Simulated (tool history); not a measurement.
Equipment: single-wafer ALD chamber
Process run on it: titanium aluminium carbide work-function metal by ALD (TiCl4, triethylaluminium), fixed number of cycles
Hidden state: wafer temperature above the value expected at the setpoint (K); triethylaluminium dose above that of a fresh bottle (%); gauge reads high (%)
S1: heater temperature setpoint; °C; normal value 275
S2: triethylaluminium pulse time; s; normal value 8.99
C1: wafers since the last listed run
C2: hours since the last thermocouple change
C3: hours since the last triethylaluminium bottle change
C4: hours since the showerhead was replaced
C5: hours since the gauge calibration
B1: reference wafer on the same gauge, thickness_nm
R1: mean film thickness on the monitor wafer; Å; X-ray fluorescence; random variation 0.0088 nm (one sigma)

{"run": 1, "hour": 0.0, "S1": 275, "S2": 8.99, "C1": 0, "C2": 2264.5, "C3": 924.7, "C4": 4067.1, "C5": 544.2, "B1": 2.089, "R1": 18.47}
{"hour": 11.8, "done": "showerhead replaced"}
{"run": 2, "hour": 22.9, "S1": 275, "S2": 8.99, "C1": 161, "C2": 2287.4, "C3": 947.6, "C4": 11.1, "C5": 567.1, "B1": 2.09, "R1": 18.57}
{"run": 3, "hour": 39.2, "S1": 275, "S2": 8.99, "C1": 176, "C2": 2303.7, "C3": 963.9, "C4": 27.4, "C5": 583.4, "B1": 2.09, "R1": 18.44}
{"run": 4, "hour": 69.6, "S1": 275, "S2": 8.99, "C1": 329, "C2": 2334.1, "C3": 994.3, "C4": 57.8, "C5": 613.8, "B1": 2.089, "R1": 18.55}
{"hour": 88.6, "done": "thermocouple changed; heater temperature recalibrated"}
{"run": 5, "hour": 89.1, "S1": 275, "S2": 8.99, "C1": 124, "C2": 0.5, "C3": 1013.8, "C4": 77.3, "C5": 633.3, "B1": 2.09, "R1": 18.46}
{"run": 6, "hour": 99.6, "S1": 283, "S2": 11.1, "C1": 113, "C2": 11, "C3": 1024.3, "C4": 87.8, "C5": 643.8, "B1": 2.089, "R1": 19.78}
{"run": 7, "hour": 131.0, "S1": 275, "S2": 8.99, "C1": 340, "C2": 42.4, "C3": 1055.7, "C4": 119.2, "C5": 675.2, "B1": 2.093, "R1": 18.25}
{"run": 8, "hour": 155.1, "S1": 275, "S2": 8.99, "C1": 261, "C2": 66.5, "C3": 1079.8, "C4": 143.3, "C5": 699.3, "B1": 2.094, "R1": 18.44}
{"run": 9, "hour": 177.1, "S1": 275, "S2": 8.99, "C1": 238, "C2": 88.5, "C3": 1101.8, "C4": 165.3, "C5": 721.3, "B1": 2.086, "R1": 18.34}
{"run": 10, "hour": 200.6, "S1": 275, "S2": 8.99, "C1": 254, "C2": 112, "C3": 1125.3, "C4": 188.8, "C5": 744.8, "B1": 2.089, "R1": 18.46}
{"run": 11, "hour": 230.1, "S1": 287, "S2": 8.08, "C1": 320, "C2": 141.5, "C3": 1154.8, "C4": 218.3, "C5": 774.3, "B1": 2.091, "R1": 18.89}
{"run": 12, "hour": 250.8, "S1": 279, "S2": 11.16, "C1": 224, "C2": 162.2, "C3": 1175.5, "C4": 239, "C5": 795, "B1": 2.092, "R1": 19.43}
{"run": 13, "hour": 344.2, "S1": 261, "S2": 6.28, "C1": 1013, "C2": 255.6, "C3": 1268.9, "C4": 332.4, "C5": 888.4, "B1": 2.088, "R1": 15.63}
{"run": 14, "hour": 357.6, "S1": 279, "S2": 8.99, "C1": 145, "C2": 269, "C3": 1282.3, "C4": 345.8, "C5": 901.8, "B1": 2.091, "R1": 18.57}
{"run": 15, "hour": 378.5, "S1": 288, "S2": 6.18, "C1": 226, "C2": 289.9, "C3": 1303.2, "C4": 366.7, "C5": 922.7, "B1": 2.091, "R1": 17.26}
{"run": 16, "hour": 409.2, "S1": 275, "S2": 6.6, "C1": 333, "C2": 320.6, "C3": 1333.9, "C4": 397.4, "C5": 953.4, "B1": 2.089, "R1": 16.56}
{"hour": 421.9, "done": "triethylaluminium bottle replaced"}
{"run": 17, "hour": 423.3, "S1": 275, "S2": 7.19, "C1": 66, "C2": 334.7, "C3": 1.4, "C4": 411.5, "C5": 967.5, "B1": 2.091, "R1": 18.13}
{"hour": 431.6, "done": "gauge calibrated"}
{"run": 18, "hour": 452.5, "S1": 280, "S2": 8.99, "C1": 316, "C2": 363.9, "C3": 30.6, "C4": 440.7, "C5": 20.9, "B1": 2.086, "R1": 19.28}
{"run": 19, "hour": 465.7, "S1": 287, "S2": 8.99, "C1": 143, "C2": 377.1, "C3": 43.8, "C4": 453.9, "C5": 34.1, "B1": 2.09, "R1": 19.74}
{"run": 20, "hour": 501.4, "S1": 286, "S2": 7.12, "C1": 387, "C2": 412.8, "C3": 79.5, "C4": 489.6, "C5": 69.8, "B1": 2.089, "R1": 19.01}
{"run": 21, "hour": 530.9, "S1": 262, "S2": 11.46, "C1": 320, "C2": 442.3, "C3": 109, "C4": 519.1, "C5": 99.3, "B1": 2.088, "R1": 18.38}
{"run": 22, "hour": 565.2, "S1": 275, "S2": 8.99, "C1": 372, "C2": 476.6, "C3": 143.3, "C4": 553.4, "C5": 133.6, "B1": 2.089, "R1": 18.92}
{"run": 23, "hour": 581.0, "S1": 275, "S2": 8.99, "C1": 171, "C2": 492.4, "C3": 159.1, "C4": 569.2, "C5": 149.4, "B1": 2.087, "R1": 18.82}
{"run": 24, "hour": 593.4, "S1": 275, "S2": 8.99, "C1": 134, "C2": 504.8, "C3": 171.5, "C4": 581.6, "C5": 161.8, "B1": 2.09, "R1": 18.9}
{"run": 25, "hour": 629.3, "S1": 268, "S2": 10.16, "C1": 389, "C2": 540.7, "C3": 207.4, "C4": 617.5, "C5": 197.7, "B1": 2.092, "R1": 18.57}
{"run": 26, "hour": 664.6, "S1": 275, "S2": 12.34, "C1": 382, "C2": 576, "C3": 242.7, "C4": 652.8, "C5": 233, "B1": 2.088, "R1": 19.54}
{"run": 27, "hour": 687.5, "S1": 275, "S2": 8.99, "C1": 248, "C2": 598.9, "C3": 265.6, "C4": 675.7, "C5": 255.9, "B1": 2.091, "R1": 18.93}
{"run": 28, "hour": 715.0, "S1": 275, "S2": 8.99, "C1": 298, "C2": 626.4, "C3": 293.1, "C4": 703.2, "C5": 283.4, "B1": 2.088, "R1": 18.93}
{"run": 29, "hour": 727.3, "S1": 275, "S2": 8.99, "C1": 133, "C2": 638.7, "C3": 305.4, "C4": 715.5, "C5": 295.7, "B1": 2.09, "R1": 18.69}
{"run": 30, "hour": 749.6, "S1": 262, "S2": 6.22, "C1": 241, "C2": 661, "C3": 327.7, "C4": 737.8, "C5": 318, "B1": 2.09, "R1": 16.51}
{"run": 31, "hour": 764.8, "S1": 264, "S2": 7.44, "C1": 164, "C2": 676.2, "C3": 342.9, "C4": 753, "C5": 333.2, "B1": 2.089, "R1": 17.46}
{"run": 32, "hour": 777.7, "S1": 268, "S2": 7.38, "C1": 139, "C2": 689.1, "C3": 355.8, "C4": 765.9, "C5": 346.1, "B1": 2.088, "R1": 17.5}

Consider 5 possible next runs. They are alternatives, not a sequence: every one starts from the tool as it was left by run 32. What does each give?
{"run": "A", "hour": 778.1, "S1": 275, "S2": 8.99, "C1": 4, "C2": 689.5, "C3": 356.2, "C4": 766.3, "C5": 346.5, "B1": "?", "R1": "?"}
{"run": "B", "hour": 778.1, "S1": 275, "S2": 11.76, "C1": 4, "C2": 689.5, "C3": 356.2, "C4": 766.3, "C5": 346.5, "B1": "?", "R1": "?"}
{"run": "C", "hour": 778.1, "S1": 268, "S2": 5.93, "C1": 4, "C2": 689.5, "C3": 356.2, "C4": 766.3, "C5": 346.5, "B1": "?", "R1": "?"}
{"run": "D", "hour": 778.1, "S1": 265, "S2": 12.58, "C1": 4, "C2": 689.5, "C3": 356.2, "C4": 766.3, "C5": 346.5, "B1": "?", "R1": "?"}
{"run": "E", "hour": 778.1, "S1": 261, "S2": 8.99, "C1": 4, "C2": 689.5, "C3": 356.2, "C4": 766.3, "C5": 346.5, "B1": "?", "R1": "?"}

run=A B1=2.091 R1=18.75
run=B B1=2.091 R1=19.31
run=C B1=2.091 R1=16.54
run=D B1=2.091 R1=18.6
run=E B1=2.091 R1=17.66
Take away the tool's hidden state, keep each run's random variation, and the runs would have read:
run=A R1=18.79
run=B R1=19.34
run=C R1=16.61
run=D R1=18.61
run=E R1=17.7
